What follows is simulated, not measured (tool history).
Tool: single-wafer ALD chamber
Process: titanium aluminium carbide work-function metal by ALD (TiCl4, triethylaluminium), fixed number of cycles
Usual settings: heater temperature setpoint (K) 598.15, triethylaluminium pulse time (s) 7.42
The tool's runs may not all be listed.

run	day	heater temperature setpoint (K)	triethylaluminium pulse time (s)	wafers since the last listed run	hours since the last thermocouple change	hours since the last triethylaluminium bottle change	hours since the showerhead was replaced	hours since the gauge calibration	read-back reference wafer on the same gauge, thickness_nm	mean film thickness on the monitor wafer (Å)
1	0	598.15	6.1	0	1951.8	739.4	4205.3	467.3	2.389	19.23
2	1.175	598.15	6.1	291	1980	767.6	4233.5	495.5	2.389	19.16
3	2.567	586.15	9.58	345	2013.4	801	4266.9	528.9	2.391	21.7
4	4.583	586.15	9.58	500	2061.8	849.4	4315.3	577.3	2.39	21.63
5	7.304	586.15	9.58	675	2127.1	914.7	4380.6	642.6	2.39	21.68
6	9.567	608.15	5.87	561	2181.4	969	4434.9	696.9	2.391	19.25
7	11.121	608.15	5.87	385	2218.7	1006.3	4472.2	734.2	2.39	19.39
8	12.612	598.15	4.56	370	2254.5	1042.1	4508	770	2.389	15.36
9	15.388	593.15	5.66	689	2321.1	1108.7	4574.6	836.6	2.39	17.98
# day 15.771: gauge calibrated
# day 18.342: triethylaluminium bottle replaced
10	24.138	598.15	7.42	2090	2531.1	139.1	4784.6	200.8	2.392	22.01
# day 24.567: showerhead replaced
11	25.996	593.15	5.99	378	2575.7	183.7	34.3	245.4	2.392	19.64
# day 27.654: thermocouple changed; heater temperature recalibrated
12	31.925	592.15	9.66	1389	102.5	326	176.6	387.7	2.387	22.07
13	33.112	590.15	4.89	294	131	354.5	205.1	416.2	2.39	16.33
14	34.45	608.15	6.52	332	163.1	386.6	237.2	448.3	2.391	20.73
15	37.267	608.15	5.87	699	230.7	454.2	304.8	515.9	2.389	19.58

Measured less the same run without the tool's hidden state. The same run-to-run variation is in both; the gauge's scatter may not be:
The hidden state here: wafer temperature above the value expected at the setpoint (K); triethylaluminium dose above that of a fresh bottle (%); gauge reads high (%).
run	mean film thickness on the monitor wafer (Å)
1	-0.93
2	-0.93
3	-0.15
4	-0.15
5	-0.14
6	-1.08
7	-1.09
8	-1.34
9	-1.08
10	+0.3
11	+0.08
12	-0.25
13	-0.84
14	-0.71
15	-0.9

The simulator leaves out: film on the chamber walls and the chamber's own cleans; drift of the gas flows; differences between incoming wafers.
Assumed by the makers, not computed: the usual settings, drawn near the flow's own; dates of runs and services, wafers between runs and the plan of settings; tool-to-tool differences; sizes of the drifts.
